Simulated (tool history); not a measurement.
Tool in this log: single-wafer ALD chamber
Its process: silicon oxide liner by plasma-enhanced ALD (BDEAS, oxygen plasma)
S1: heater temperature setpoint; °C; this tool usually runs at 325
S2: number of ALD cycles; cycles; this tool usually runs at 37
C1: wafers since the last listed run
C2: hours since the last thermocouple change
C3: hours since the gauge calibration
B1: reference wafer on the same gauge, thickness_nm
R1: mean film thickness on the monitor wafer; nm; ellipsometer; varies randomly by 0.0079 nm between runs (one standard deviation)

run 1 hour=0 | S1=325 S2=37 | C1=0 C2=1002.1 C3=135.8 | B1=2.875 | R1=3.161
run 2 hour=17 | S1=325 S2=37 | C1=100 C2=1019.1 C3=152.8 | B1=2.872 | R1=3.158
run 3 hour=33.7 | S1=325 S2=37 | C1=98 C2=1035.8 C3=169.5 | B1=2.871 | R1=3.156
run 4 hour=67.6 | S1=325 S2=37 | C1=199 C2=1069.7 C3=203.4 | B1=2.861 | R1=3.136
run 5 hour=89 | S1=325 S2=37 | C1=126 C2=1091.1 C3=224.8 | B1=2.858 | R1=3.143
-- hour=97 gauge calibrated
run 6 hour=104.5 | S1=336 S2=34 | C1=91 C2=1106.6 C3=7.5 | B1=2.882 | R1=2.871
-- hour=138.6 thermocouple changed; heater temperature recalibrated
run 7 hour=139.1 | S1=325 S2=37 | C1=156 C2=0.5 C3=42.1 | B1=2.879 | R1=3.163
run 8 hour=153.7 | S1=325 S2=37 | C1=86 C2=15.1 C3=56.7 | B1=2.879 | R1=3.161
run 9 hour=171.8 | S1=325 S2=37 | C1=106 C2=33.2 C3=74.8 | B1=2.875 | R1=3.149
run 10 hour=190.2 | S1=330 S2=37 | C1=108 C2=51.6 C3=93.2 | B1=2.877 | R1=3.134
run 11 hour=218.6 | S1=320 S2=40 | C1=167 C2=80 C3=121.6 | B1=2.875 | R1=3.439
run 12 hour=240.3 | S1=325 S2=42 | C1=127 C2=101.7 C3=143.3 | B1=2.871 | R1=3.589
run 13 hour=270.8 | S1=325 S2=40 | C1=179 C2=132.2 C3=173.8 | B1=2.867 | R1=3.404
run 14 hour=287.2 | S1=333 S2=34 | C1=96 C2=148.6 C3=190.2 | B1=2.862 | R1=2.846
run 15 hour=333.9 | S1=325 S2=37 | C1=275 C2=195.3 C3=236.9 | B1=2.852 | R1=3.121
-- hour=344.4 gauge calibrated
run 16 hour=369.2 | S1=325 S2=34 | C1=208 C2=230.6 C3=24.8 | B1=2.88 | R1=2.923
run 17 hour=396.4 | S1=330 S2=37 | C1=160 C2=257.8 C3=52 | B1=2.882 | R1=3.141
run 18 hour=427.9 | S1=315 S2=39 | C1=185 C2=289.3 C3=83.5 | B1=2.876 | R1=3.378
run 19 hour=459.7 | S1=315 S2=40 | C1=187 C2=321.1 C3=115.3 | B1=2.872 | R1=3.455

Forecast each of these 3 alternatives for the next run:
run A hour=460.2 | S1=325 S2=37 | C1=2 C2=321.6 C3=115.8 | B1=? | R1=?
run B hour=460.2 | S1=316 S2=30 | C1=2 C2=321.6 C3=115.8 | B1=? | R1=?
run C hour=460.2 | S1=317 S2=30 | C1=2 C2=321.6 C3=115.8 | B1=? | R1=?

run=A B1=2.877 R1=3.141
run=B B1=2.877 R1=2.578
run=C B1=2.877 R1=2.574
Without the tool's unlogged condition, the same runs would have read:
run=A R1=3.147
run=B R1=2.583
run=C R1=2.58

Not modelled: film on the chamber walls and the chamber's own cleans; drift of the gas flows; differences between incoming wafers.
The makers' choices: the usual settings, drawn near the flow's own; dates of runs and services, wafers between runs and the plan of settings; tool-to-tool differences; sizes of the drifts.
